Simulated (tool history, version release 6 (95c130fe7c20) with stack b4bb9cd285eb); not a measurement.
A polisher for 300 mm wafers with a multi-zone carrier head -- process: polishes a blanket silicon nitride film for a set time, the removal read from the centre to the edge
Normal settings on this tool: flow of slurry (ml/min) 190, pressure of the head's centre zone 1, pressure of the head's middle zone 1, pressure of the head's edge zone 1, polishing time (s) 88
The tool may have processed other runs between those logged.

| run | day | flow of slurry (ml/min) | pressure of the head's centre zone | pressure of the head's middle zone | pressure of the head's edge zone | polishing time (s) | incoming thickness of the incoming film, nm | film removed at the wafer's centre (Å) | film removed at mid-radius (Å) | film removed at the wafer's edge (Å) |
|---|---|---|---|---|---|---|---|---|---|---|
| 1 | 0 | 190 | 1 | 1 | 1 | 88 | 474.8 | 1607 | 1721 | 1718 |
| 2 | 0.721 | 190 | 1 | 1 | 1 | 88 | 485.8 | 1591 | 1709 | 1670 |
| 3 | 1.279 | 190 | 1 | 1 | 1 | 88 | 489.8 | 1601 | 1717 | 1715 |
| 4 | 1.971 | 190 | 1 | 1 | 1 | 88 | 481.1 | 1593 | 1712 | 1685 |
|  | 2.204 | worn pad replaced by a new one |
| 5 | 2.446 | 190 | 1 | 1 | 1 | 88 | 491 | 1558 | 1726 | 1714 |
| 6 | 3.142 | 190 | 1 | 1 | 1 | 88 | 481.5 | 1586 | 1703 | 1709 |
| 7 | 3.425 | 190 | 1 | 1 | 0.93 | 88 | 488.2 | 1616 | 1700 | 1646 |
| 8 | 4.129 | 190 | 1 | 1 | 0.89 | 88 | 485.5 | 1550 | 1711 | 1592 |
|  | 4.55 | slurry nozzle cleaned |
| 9 | 4.7 | 190 | 1 | 1 | 1 | 88 | 479 | 1612 | 1711 | 1715 |
| 10 | 5.408 | 230 | 1 | 1 | 1 | 88 | 482.7 | 1614 | 1764 | 1738 |
|  | 5.608 | edge zone pressure recalibrated |
|  | 5.658 | centre zone pressure recalibrated |
|  | 5.671 | carrier head's membrane replaced by a new one |
|  | 6.458 | worn pad replaced by a new one |
| 11 | 6.904 | 190 | 1 | 1 | 1 | 88 | 480.8 | 1716 | 1711 | 1685 |
| 12 | 7.417 | 190 | 1 | 1.03 | 1 | 100 | 474 | 1933 | 1979 | 1969 |
| 13 | 8 | 190 | 1 | 1 | 1 | 88 | 483.4 | 1683 | 1718 | 1678 |
| 14 | 8.321 | 190 | 0.96 | 0.96 | 1 | 88 | 471.8 | 1632 | 1686 | 1698 |
| 15 | 8.788 | 230 | 1 | 1 | 1 | 88 | 479.8 | 1755 | 1769 | 1744 |
| 16 | 9.346 | 250 | 1.09 | 1 | 1 | 88 | 481.2 | 1870 | 1781 | 1720 |
|  | 9.738 | worn pad replaced by a new one |
| 17 | 9.896 | 190 | 0.92 | 0.91 | 1 | 88 | 480 | 1497 | 1626 | 1696 |
| 18 | 10.288 | 210 | 1 | 1 | 1.1 | 112 | 478.9 | 2118 | 2186 | 2295 |
| 19 | 10.933 | 190 | 1 | 1 | 1 | 88 | 486.9 | 1678 | 1690 | 1697 |
| 20 | 11.392 | 190 | 1 | 1 | 1 | 103 | 471.8 | 1936 | 2006 | 2004 |
|  | 13.208 | worn pad replaced by a new one |
| 21 | 13.608 | 140 | 0.89 | 1 | 0.9 | 77 | 473.2 | 1190 | 1417 | 1360 |
| 22 | 14.121 | 140 | 1 | 1 | 1 | 88 | 482 | 1496 | 1632 | 1646 |

Below, each run's measurement less what the same run would have read without the hidden state. Both values contain the same run-to-run variation, but the gauge's scatter may not be the same in both:
Hidden conditions of the tool in this case: removal rate lost through wear of the pad, %; slurry flow missing at the pad, %; deviation of the centre zone's pressure from its setpoint, %; deviation of the edge zone's pressure from its setpoint, %.
| run | film removed at the wafer's centre (Å) |
|---|---|
| 1 | -88 |
| 2 | -93 |
| 3 | -98 |
| 4 | -103 |
| 5 | -105 |
| 6 | -111 |
| 7 | -116 |
| 8 | -117 |
| 9 | -127 |
| 10 | -132 |
| 11 | -11 |
| 12 | -17 |
| 13 | -20 |
| 14 | -21 |
| 15 | -27 |
| 16 | -32 |
| 17 | -31 |
| 18 | -46 |
| 19 | -42 |
| 20 | -52 |
| 21 | -45 |
| 22 | -60 |
film removed at mid-radius (Å): at most 1 away from the measurement, every run.
For film removed at the wafer's edge (Å), the difference is zero in each run.
